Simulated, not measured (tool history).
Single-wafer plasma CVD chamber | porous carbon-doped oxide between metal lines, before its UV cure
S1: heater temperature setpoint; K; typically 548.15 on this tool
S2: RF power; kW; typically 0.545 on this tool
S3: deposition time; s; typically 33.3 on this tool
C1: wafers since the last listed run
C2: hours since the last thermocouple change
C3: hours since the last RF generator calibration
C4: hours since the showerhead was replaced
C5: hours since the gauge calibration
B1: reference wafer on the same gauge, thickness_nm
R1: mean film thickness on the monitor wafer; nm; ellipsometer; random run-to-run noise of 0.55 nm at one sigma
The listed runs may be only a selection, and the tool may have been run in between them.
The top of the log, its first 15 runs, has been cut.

| run | hour | S1 | S2 | S3 | C1 | C2 | C3 | C4 | C5 | B1 | R1 |
|---|---|---|---|---|---|---|---|---|---|---|---|
| 16 | 861.7 | 548.15 | 0.545 | 33.3 | 803 | 274 | 1932.9 | 571.3 | 959.9 | 214.94 | 206.792 |
| 17 | 916.3 | 539.15 | 0.51 | 37.6 | 705 | 328.6 | 1987.5 | 625.9 | 1014.5 | 214.931 | 234.29 |
| 18 | 991.1 | 548.15 | 0.545 | 31.8 | 966 | 403.4 | 2062.3 | 700.7 | 1089.3 | 215.078 | 197.231 |
| 19 | 1061.7 | 559.15 | 0.545 | 33.3 | 912 | 474 | 2132.9 | 771.3 | 1159.9 | 215.106 | 190.335 |
| 20 | 1105.9 | 548.15 | 0.5 | 37.1 | 571 | 518.2 | 2177.1 | 815.5 | 1204.1 | 214.999 | 213.392 |
| 21 | 1176.8 | 541.15 | 0.485 | 29.1 | 916 | 589.1 | 2248 | 886.4 | 1275 | 215.083 | 172.801 |
|  | 1179.7 | gauge calibrated |
| 22 | 1210.9 | 543.15 | 0.625 | 38.7 | 440 | 623.2 | 2282.1 | 920.5 | 31.2 | 215.237 | 272.819 |
|  | 1246.6 | RF generator calibrated |
| 23 | 1268.3 | 548.15 | 0.545 | 39.2 | 638 | 680.6 | 21.7 | 977.9 | 88.6 | 215.038 | 243.961 |
| 24 | 1328.7 | 544.15 | 0.545 | 36.4 | 780 | 741 | 82.1 | 1038.3 | 149 | 214.954 | 233.652 |
| 25 | 1356.5 | 552.15 | 0.545 | 30.5 | 359 | 768.8 | 109.9 | 1066.1 | 176.8 | 214.974 | 185.867 |
| 26 | 1415.8 | 555.15 | 0.46 | 36.3 | 766 | 828.1 | 169.2 | 1125.4 | 236.1 | 215.076 | 187.377 |
| 27 | 1462.8 | 560.15 | 0.515 | 38.6 | 607 | 875.1 | 216.2 | 1172.4 | 283.1 | 214.878 | 212.495 |
| 28 | 1511.7 | 548.15 | 0.545 | 33.3 | 632 | 924 | 265.1 | 1221.3 | 332 | 214.94 | 207.322 |
| 29 | 1550 | 562.15 | 0.545 | 33.3 | 495 | 962.3 | 303.4 | 1259.6 | 370.3 | 215.249 | 188.372 |
| 30 | 1591 | 548.15 | 0.545 | 33.3 | 529 | 1003.3 | 344.4 | 1300.6 | 411.3 | 215.135 | 206.784 |
| 31 | 1656 | 548.15 | 0.545 | 33.3 | 840 | 1068.3 | 409.4 | 1365.6 | 476.3 | 215.015 | 205.702 |
| 32 | 1725.5 | 537.15 | 0.545 | 33.3 | 898 | 1137.8 | 478.9 | 1435.1 | 545.8 | 215.088 | 221.323 |
| 33 | 1793.1 | 558.15 | 0.545 | 33.3 | 873 | 1205.4 | 546.5 | 1502.7 | 613.4 | 214.93 | 192.179 |
| 34 | 1848.7 | 561.15 | 0.495 | 28.4 | 718 | 1261 | 602.1 | 1558.3 | 669 | 215.041 | 149.868 |
| 35 | 1904.1 | 553.15 | 0.635 | 39.9 | 716 | 1316.4 | 657.5 | 1613.7 | 724.4 | 214.94 | 264.126 |

Here are 3 independent what-if runs from the current tool condition. What would each one return?
| A | 1904.5 | 548.15 | 0.605 | 33.3 | 5 | 1316.8 | 657.9 | 1614.1 | 724.8 | ? | ? |
| B | 1904.5 | 555.15 | 0.58 | 31.4 | 5 | 1316.8 | 657.9 | 1614.1 | 724.8 | ? | ? |
| C | 1904.5 | 542.15 | 0.545 | 38 | 5 | 1316.8 | 657.9 | 1614.1 | 724.8 | ? | ? |

| run | B1 | R1 |
|---|---|---|
| A | 214.971 | 220.5 |
| B | 214.971 | 192.546 |
| C | 214.971 | 242.182 |
Without the tool's unlogged condition, the same runs would have read:
| run | R1 |
|---|---|
| A | 226.304 |
| B | 197.512 |
| C | 248.709 |

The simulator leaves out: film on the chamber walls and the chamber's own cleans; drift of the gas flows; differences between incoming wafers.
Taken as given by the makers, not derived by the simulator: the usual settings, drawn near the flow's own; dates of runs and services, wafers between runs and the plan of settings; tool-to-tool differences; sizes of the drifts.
